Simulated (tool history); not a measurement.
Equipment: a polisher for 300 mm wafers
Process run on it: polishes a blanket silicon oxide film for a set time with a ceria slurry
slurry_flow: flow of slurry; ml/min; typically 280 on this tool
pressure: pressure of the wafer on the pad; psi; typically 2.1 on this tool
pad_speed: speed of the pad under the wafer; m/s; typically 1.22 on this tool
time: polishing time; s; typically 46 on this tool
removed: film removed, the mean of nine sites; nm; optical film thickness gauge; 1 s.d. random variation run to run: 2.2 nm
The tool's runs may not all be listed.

run    hour  slurry_flow  pressure  pad_speed  time  wafers since the last listed run  wafers polished on this pad  hours since the slurry nozzle was cleaned  hours since the head pressure was calibrated  incoming thickness of the incoming film, nm  removed
  1     0.0          280       2.1       1.34    51                                 0                         1354                                      335.1                                         308.3                                       1433.7    208.2
       67.7  -- head pressure recalibrated
      140.1  -- worn pad replaced by a new one
  2   317.5          280       1.8       1.22    42                              2698                         1536                                      652.6                                         249.8                                       1479.0    126.9
  3   418.1          280       1.8       1.22    42                               871                         2408                                      753.2                                         350.4                                       1476.5    123.4
      439.2  -- head pressure recalibrated
      475.5  -- worn pad replaced by a new one
  4   504.1          205       2.1       1.22    46                               693                          247                                      839.2                                          64.9                                       1448.1    153.3
      535.6  -- slurry nozzle cleaned
  5   549.8          280       2.1       1.22    46                               387                          634                                       14.2                                         110.6                                       1457.8    175.9
  6   599.2          280       2.1       1.22    46                               427                         1062                                       63.6                                         160.0                                       1445.2    174.7
  7   649.9          280       2.1       1.22    46                               439                         1501                                      114.3                                         210.7                                       1430.8    173.3
  8   713.9          280       2.1       1.22    46                               554                         2056                                      178.3                                         274.7                                       1475.7    170.4
      744.0  -- worn pad replaced by a new one
  9   796.9          280       2.1       1.22    46                               684                          458                                      261.3                                         357.7                                       1471.2    175.7
      830.6  -- head pressure recalibrated
 10   871.1          380       1.8       1.22    39                               625                         1083                                      335.5                                          40.5                                       1475.6    125.9
     1030.6  -- worn pad replaced by a new one
 11  1073.3          380       1.8       1.22    39                              1716                          369                                      537.7                                         242.7                                       1454.0    129.6
 12  1159.0          280       2.4       1.22    46                               742                         1112                                      623.4                                         328.4                                       1458.1    189.7
     1228.9  -- head pressure recalibrated
 13  1233.5          370       1.8       1.54    46                               628                         1740                                      697.9                                           4.6                                       1451.7    181.7
 14  1280.5          280       2.1       1.22    46                               407                         2147                                      744.9                                          51.6                                       1477.7    155.4
     1314.3  -- slurry nozzle cleaned
 15  1333.5          280       2.6       0.88    46                               450                         2598                                       19.2                                         104.6                                       1456.2    145.3
     1339.6  -- worn pad replaced by a new one
 16  1383.6          245       1.5       0.98    50                               399                          381                                       69.3                                         154.7                                       1439.3    109.2
 17  1491.3          280       2.1       1.38    46                               932                         1314                                      177.0                                         262.4                                       1474.5    199.5
 18  1566.8          280       1.7       1.02    34                               654                         1968                                      252.5                                         337.9                                       1466.0     82.6

Alternative continuations, all from the tool just after run 18; predict every row:
  A  1567.2          280       2.1       1.22    42                                 3                         1972                                      252.9                                         338.3                                       1464.6        ?
  B  1567.2          355       2.4       0.92    46                                 3                         1972                                      252.9                                         338.3                                       1464.6        ?
  C  1567.2          350       2.1       0.96    46                                 3                         1972                                      252.9                                         338.3                                       1464.6        ?
  D  1567.2          280       1.7       1.02    46                                 3                         1972                                      252.9                                         338.3                                       1464.6        ?
  E  1567.2          280       2.1       1.22    51                                 3                         1972                                      252.9                                         338.3                                       1464.6        ?

run  removed
  A    152.4
  B    147.7
  C    134.7
  D    113.0
  E    185.0
Take away the tool's hidden state, keep each run's random variation, and the runs would have read:
run  removed
  A    163.0
  B    157.3
  C    143.4
  D    120.8
  E    197.9

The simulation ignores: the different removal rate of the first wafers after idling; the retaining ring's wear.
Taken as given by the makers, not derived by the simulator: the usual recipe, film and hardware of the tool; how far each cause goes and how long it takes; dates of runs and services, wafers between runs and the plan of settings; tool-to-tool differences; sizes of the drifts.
